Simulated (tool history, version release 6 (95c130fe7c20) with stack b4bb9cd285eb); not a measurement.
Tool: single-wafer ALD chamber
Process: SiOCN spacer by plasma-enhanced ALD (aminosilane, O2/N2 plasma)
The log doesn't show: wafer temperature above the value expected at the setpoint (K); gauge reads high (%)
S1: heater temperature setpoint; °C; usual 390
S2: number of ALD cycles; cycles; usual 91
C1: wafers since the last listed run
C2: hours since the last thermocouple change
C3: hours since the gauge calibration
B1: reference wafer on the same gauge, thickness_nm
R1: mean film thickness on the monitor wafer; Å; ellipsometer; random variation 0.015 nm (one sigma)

run,hour,S1,S2,C1,C2,C3,B1,R1
1,0,390,91,0,1313,175.2,5.306,58.48
2,35.1,390,91,76,1348.1,210.3,5.299,58.33
3,53.9,390,91,41,1366.9,229.1,5.299,58.32
4,66.3,386,91,27,1379.3,241.5,5.297,58.22
5,82.7,390,91,35,1395.7,257.9,5.29,58.2
# hour 85.6: gauge calibrated
6,103.6,390,91,45,1416.6,18,5.353,59
7,122.9,390,91,42,1435.9,37.3,5.346,58.85
8,140.9,390,91,39,1453.9,55.3,5.342,58.82
9,167.5,401,84,58,1480.5,81.9,5.342,53.84
10,198.8,390,91,68,1511.8,113.2,5.33,58.68
11,213.6,390,91,32,1526.6,128,5.324,58.6
12,241.5,398,106,61,1554.5,155.9,5.317,68.39
# hour 291.8: gauge calibrated
13,297.7,376,102,123,1610.7,5.9,5.343,65.81
# hour 312: thermocouple changed; heater temperature recalibrated
14,397.5,375,91,201,85.5,105.7,5.328,58.48
15,428.4,382,96,67,116.4,136.6,5.324,61.66
16,460.2,390,99,69,148.2,168.4,5.309,63.66

5 ways to go on from here, each from the tool as it stands after run 16. What would each give?
A,460.8,390,97,1,148.8,169,?,?
B,460.8,390,75,1,148.8,169,?,?
C,460.8,397,105,1,148.8,169,?,?
D,460.8,381,98,1,148.8,169,?,?
E,460.8,405,73,1,148.8,169,?,?

run,B1,R1
A,5.304,61.99
B,5.304,47.93
C,5.304,67.11
D,5.304,62.63
E,5.304,45.66
Without the tool's hidden state the same runs would have given:
run,R1
A,62.46
B,48.3
C,67.62
D,63.11
E,46.01
